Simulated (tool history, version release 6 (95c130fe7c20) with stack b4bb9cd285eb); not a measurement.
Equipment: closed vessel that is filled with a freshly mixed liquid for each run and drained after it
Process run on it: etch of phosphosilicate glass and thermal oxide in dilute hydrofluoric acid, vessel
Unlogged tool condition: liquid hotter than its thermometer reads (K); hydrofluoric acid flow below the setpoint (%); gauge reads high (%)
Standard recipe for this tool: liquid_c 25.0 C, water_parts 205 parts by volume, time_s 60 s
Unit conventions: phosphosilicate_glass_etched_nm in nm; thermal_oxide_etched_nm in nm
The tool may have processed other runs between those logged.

run   hour  liquid_c  water_parts  time_s  wafers since the last listed run  hours since the thermometer was replaced  hours since the hydrofluoric acid flow meter was replaced  hours since the gauge calibration  read-back film thickness of the phosphosilicate glass reference wafer, read on the same gauge (nm)  read-back film thickness of the thermal oxide reference wafer, read on the same gauge (nm)  phosphosilicate_glass_etched_nm  thermal_oxide_etched_nm
  1    0.0      25.0          205      60                                 0                                     778.5                                                     1838.1                              552.8                                                                                               79.98                                                                                      60.011                            53.38                    1.314
  2   97.5      25.0          205      60                             12154                                     876.0                                                     1935.6                              650.3                                                                                               79.98                                                                                      59.996                            55.08                    1.248
  3  175.2      25.0          205      60                              9686                                     953.7                                                     2013.3                              728.0                                                                                               79.98                                                                                      60.019                            54.50                    1.325
  4  213.2      25.0          205      80                              4737                                     991.7                                                     2051.3                              766.0                                                                                               79.98                                                                                      59.986                            72.62                    1.746
  5  296.2      25.0          205      45                             10346                                    1074.7                                                     2134.3                              849.0                                                                                               80.00                                                                                      60.008                            40.64                    0.966
  6  333.4      25.0          205      60                              4637                                    1111.9                                                     2171.5                              886.2                                                                                               80.00                                                                                      59.985                            54.23                    1.329
     358.8  -- thermometer replaced
  7  432.9      25.0          205      60                             12278                                      74.1                                                     2271.0                              985.7                                                                                               80.03                                                                                      60.012                            51.89                    1.239
     499.1  -- gauge calibrated
  8  499.4      20.0          145      30                              8289                                     140.6                                                     2337.5                                0.3                                                                                               79.96                                                                                      59.994                            32.34                    0.820
     535.8  -- hydrofluoric acid flow meter replaced
  9  595.7      23.5          205      75                             11880                                     236.9                                                       59.9                               96.6                                                                                               79.99                                                                                      60.006                            62.13                    1.469
 10  636.4      23.0          205      60                              5073                                     277.6                                                      100.6                              137.3                                                                                               80.04                                                                                      60.005                            49.14                    1.117
 11  709.7      25.0          205      60                              9137                                     350.9                                                      173.9                              210.6                                                                                               79.99                                                                                      59.996                            52.49                    1.229
 12  815.7      25.0          205      60                             13213                                     456.9                                                      279.9                              316.6                                                                                               80.00                                                                                      59.971                            53.10                    1.254
 13  895.8      25.0          250      60                              9985                                     537.0                                                      360.0                              396.7                                                                                               79.99                                                                                      60.007                            41.29                    1.045
 14  938.1      28.5          160      85                              5273                                     579.3                                                      402.3                              439.0                                                                                               79.96                                                                                      59.988                           117.16                    2.797
 15  986.1      25.0          205      60                              5983                                     627.3                                                      450.3                              487.0                                                                                               80.04                                                                                      60.006                            54.58                    1.315

Same runs, no hidden state in the tool, same run-to-run variation:
run  phosphosilicate_glass_etched_nm  thermal_oxide_etched_nm
  1                            51.35                    1.264
  2                            52.74                    1.195
  3                            51.98                    1.264
  4                            69.14                    1.663
  5                            38.54                    0.916
  6                            51.34                    1.258
  7                            51.48                    1.229
  8                            31.94                    0.810
  9                            61.13                    1.445
 10                            48.25                    1.097
 11                            51.38                    1.203
 12                            51.69                    1.221
 13                            40.07                    1.014
 14                           113.38                    2.707
 15                            52.69                    1.270
